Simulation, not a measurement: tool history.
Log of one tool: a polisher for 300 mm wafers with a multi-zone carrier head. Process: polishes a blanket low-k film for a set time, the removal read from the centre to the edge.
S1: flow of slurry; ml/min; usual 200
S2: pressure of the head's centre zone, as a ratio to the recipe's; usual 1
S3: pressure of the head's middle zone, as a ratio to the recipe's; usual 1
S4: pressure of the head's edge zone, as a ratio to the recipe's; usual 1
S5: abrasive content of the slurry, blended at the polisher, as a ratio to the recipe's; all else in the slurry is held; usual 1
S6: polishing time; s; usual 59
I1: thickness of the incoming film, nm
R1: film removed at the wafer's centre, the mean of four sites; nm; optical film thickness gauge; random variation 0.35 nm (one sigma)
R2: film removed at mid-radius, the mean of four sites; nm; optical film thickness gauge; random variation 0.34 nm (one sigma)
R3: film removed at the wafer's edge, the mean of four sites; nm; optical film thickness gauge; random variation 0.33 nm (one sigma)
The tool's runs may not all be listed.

| run | hour | S1 | S2 | S3 | S4 | S5 | S6 | I1 | R1 | R2 | R3 |
|---|---|---|---|---|---|---|---|---|---|---|---|
| 1 | 0 | 150 | 1 | 1 | 0.97 | 1 | 59 | 434.5 | 26 | 25.5 | 26.5 |
| 2 | 13.7 | 150 | 1 | 1 | 0.97 | 1 | 59 | 433.2 | 25.3 | 25.3 | 26.8 |
| 3 | 29.5 | 200 | 1 | 1 | 1 | 1 | 59 | 433.9 | 27.1 | 26.9 | 27.6 |
| 4 | 55.2 | 200 | 1 | 1 | 1 | 1 | 59 | 433.3 | 26.9 | 26.4 | 27.2 |
| 5 | 79.5 | 200 | 0.94 | 1 | 1.06 | 1 | 59 | 426.1 | 24.9 | 26.1 | 27.7 |
| 6 | 108.7 | 200 | 0.94 | 1 | 1.06 | 1 | 59 | 430.3 | 26.3 | 27.1 | 29.3 |
| 7 | 123.4 | 200 | 0.92 | 1.07 | 1 | 1 | 59 | 432.2 | 26.3 | 29.1 | 28.2 |
| 8 | 144 | 130 | 1.07 | 1 | 1 | 1 | 59 | 431.6 | 27.4 | 25.3 | 26.9 |
| 9 | 162.7 | 200 | 1 | 1 | 1 | 0.9 | 59 | 438.6 | 27.1 | 26.4 | 27.2 |
| 10 | 176 | 200 | 0.94 | 1 | 0.96 | 1.2 | 59 | 425.2 | 28.5 | 28.3 | 29.7 |
| 11 | 209.8 | 200 | 1 | 1 | 1 | 1 | 59 | 428.7 | 27.5 | 26.9 | 27.7 |
| 12 | 241.1 | 155 | 1 | 1 | 1 | 1.2 | 73 | 424.5 | 34.4 | 33.7 | 35.5 |
| 13 | 257.2 | 200 | 0.95 | 1 | 1 | 1 | 59 | 431.8 | 25.6 | 27.4 | 27.3 |
| 14 | 286.4 | 200 | 1.08 | 1.05 | 1 | 1 | 44 | 434.6 | 21 | 20.7 | 20.7 |

Not shown: 6 entries that the log had between the listed runs. Between which runs, and how does the tool's hidden state differ before and after?
Between runs 5 and 6: slurry nozzle cleaned (hour 89.5); worn pad replaced by a new one (hour 108.2)
  slurry flow missing at the pad, %: 27.6 -> 1.62
  measured less the result without the state, R1: -1.5 -> -0.1 nm; R2: -1.4 -> +0 nm; R3: -1.1 -> +0 nm
Between runs 7 and 8: carrier head's membrane replaced by a new one (hour 143.5)
  slurry flow missing at the pad, %: 2.03 -> 2.99
  measured less the result without the state, R1: -0.1 -> -0.2 nm; R2: -0.1 -> -0.2 nm; R3: -0.1 -> -0.1 nm
Between runs 8 and 9: centre zone pressure recalibrated (hour 160.2)
  slurry flow missing at the pad, %: 2.99 -> 4.25
  measured less the result without the state, R1: -0.2 -> -0.2 nm; R2: -0.2 -> -0.2 nm; R3: -0.1 -> -0.1 nm
Between runs 11 and 12: edge zone pressure recalibrated (hour 218.2); worn pad replaced by a new one (hour 240.6)
  slurry flow missing at the pad, %: 9.06 -> 13.5
  measured less the result without the state, R1: -0.4 -> -1 nm; R2: -0.3 -> -0.9 nm; R3: -0.3 -> -0.7 nm

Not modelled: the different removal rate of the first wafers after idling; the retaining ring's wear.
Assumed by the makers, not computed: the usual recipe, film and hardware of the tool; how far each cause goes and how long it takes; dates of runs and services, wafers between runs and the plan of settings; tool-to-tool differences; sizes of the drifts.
